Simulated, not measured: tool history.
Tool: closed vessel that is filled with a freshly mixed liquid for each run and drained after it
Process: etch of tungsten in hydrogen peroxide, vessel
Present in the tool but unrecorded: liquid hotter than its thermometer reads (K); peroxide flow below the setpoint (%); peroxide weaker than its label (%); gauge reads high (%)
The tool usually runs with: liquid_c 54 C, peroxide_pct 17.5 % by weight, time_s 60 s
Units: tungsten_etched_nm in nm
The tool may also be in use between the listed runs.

run,hour,liquid_c,peroxide_pct,time_s,wafers since the last listed run,hours since the thermometer was replaced,hours since the peroxide flow meter was replaced,hours since the drum of peroxide was connected,hours since the gauge calibration,"read-back film thickness of the tungsten reference wafer, read on the same gauge (nm)",tungsten_etched_nm
1,0,54,17.5,60,0,1083.1,456.6,1157.5,190.9,89.98,55.55
2,15,54,17.5,60,1711,1098.1,471.6,1172.5,205.9,90.03,56.52
3,24.3,54,17.5,60,1060,1107.4,480.9,1181.8,215.2,90,55.54
4,33.3,54,17.5,60,1026,1116.4,489.9,1190.8,224.2,89.99,55.66
5,49.7,54,17.5,60,1870,1132.8,506.3,1207.2,240.6,90.02,55.74
6,60.5,54,17.5,40,1232,1143.6,517.1,1218,251.4,90.02,37.33
7,69.9,54,18.5,35,1072,1153,526.5,1227.4,260.8,90.02,33.15
8,78.4,54,18.5,35,969,1161.5,535,1235.9,269.3,89.98,33.66
9,94.5,54,18.5,35,1836,1177.6,551.1,1252,285.4,90,33.71
10,111.8,54,17.5,60,1973,1194.9,568.4,1269.3,302.7,90.01,56.76
11,128.9,54,17.5,60,1950,1212,585.5,1286.4,319.8,90.04,55.28
12,140.1,49.5,17.5,60,1277,1223.2,596.7,1297.6,331,90.01,42.39
# hour 151: gauge calibrated
# hour 157: peroxide flow meter replaced
13,183.3,57.5,16,60,4814,1266.4,26.3,1340.8,32.3,89.98,69.28
14,189.4,54,17.5,60,695,1272.5,32.4,1346.9,38.4,89.98,58.89
# hour 193.4: new drum of peroxide connected
15,199.4,54,17.5,60,1026,1282.5,42.4,6,48.4,89.96,59.21
16,205.5,54,19,60,695,1288.6,48.5,12.1,54.5,89.98,60.88
17,217.5,48.5,15,60,1369,1300.6,60.5,24.1,66.5,89.98,38.66
# hour 229.1: thermometer replaced
18,234.6,54,17.5,90,1836,5.5,77.6,41.2,83.6,89.97,88.57
19,252.5,57.5,17.5,60,2042,23.4,95.5,59.1,101.5,90.03,72.13
20,268.3,54,17.5,60,1802,39.2,111.3,74.9,117.3,89.98,58.16
21,281.3,60,21.5,30,1483,52.2,124.3,87.9,130.3,89.98,45.92
22,295.2,59,20,45,1585,66.1,138.2,101.8,144.2,90.01,63.48
23,301.4,45,15,75,707,72.3,144.4,108,150.4,90,39.35
24,316.7,54,17.5,60,1745,87.6,159.7,123.3,165.7,90.02,58.91
25,324,54,17.5,75,832,94.9,167,130.6,173,90.02,72.08
26,332.5,54,17.5,60,969,103.4,175.5,139.1,181.5,90,57.59
27,338.9,54,17.5,60,730,109.8,181.9,145.5,187.9,90.02,58.26
28,346.1,54,20.5,45,821,117,189.1,152.7,195.1,90.02,46
29,357.8,54,19,45,1334,128.7,200.8,164.4,206.8,90.02,46.36
30,363.8,54,17.5,60,684,134.7,206.8,170.4,212.8,89.96,57.79

Some steps in tungsten_etched_nm between neighbouring runs. How much of each would the tool show without its hidden state too (settings, what came in, random variation), and how much is left for the hidden state, with any gauge scatter that isn't in both results?
Run 5 -> 6: time_s 60 -> 40. tungsten_etched_nm -18.41 nm: hidden state +0.96, all else -19.37.
Run 9 -> 10: peroxide_pct 18.5 -> 17.5, time_s 35 -> 60. tungsten_etched_nm +23.05 nm: hidden state -1.5, all else +24.55.
Run 12 -> 13: liquid_c 49.5 -> 57.5, peroxide_pct 17.5 -> 16, gauge calibrated, peroxide flow meter replaced. tungsten_etched_nm +26.89 nm: hidden state +2.37, all else +24.52.
Run 17 -> 18: liquid_c 48.5 -> 54, peroxide_pct 15 -> 17.5, time_s 60 -> 90, thermometer replaced. tungsten_etched_nm +49.91 nm: hidden state -0.61, all else +50.52.
Run 22 -> 23: liquid_c 59 -> 45, peroxide_pct 20 -> 15, time_s 45 -> 75. tungsten_etched_nm -24.13 nm: hidden state +0.4, all else -24.53.
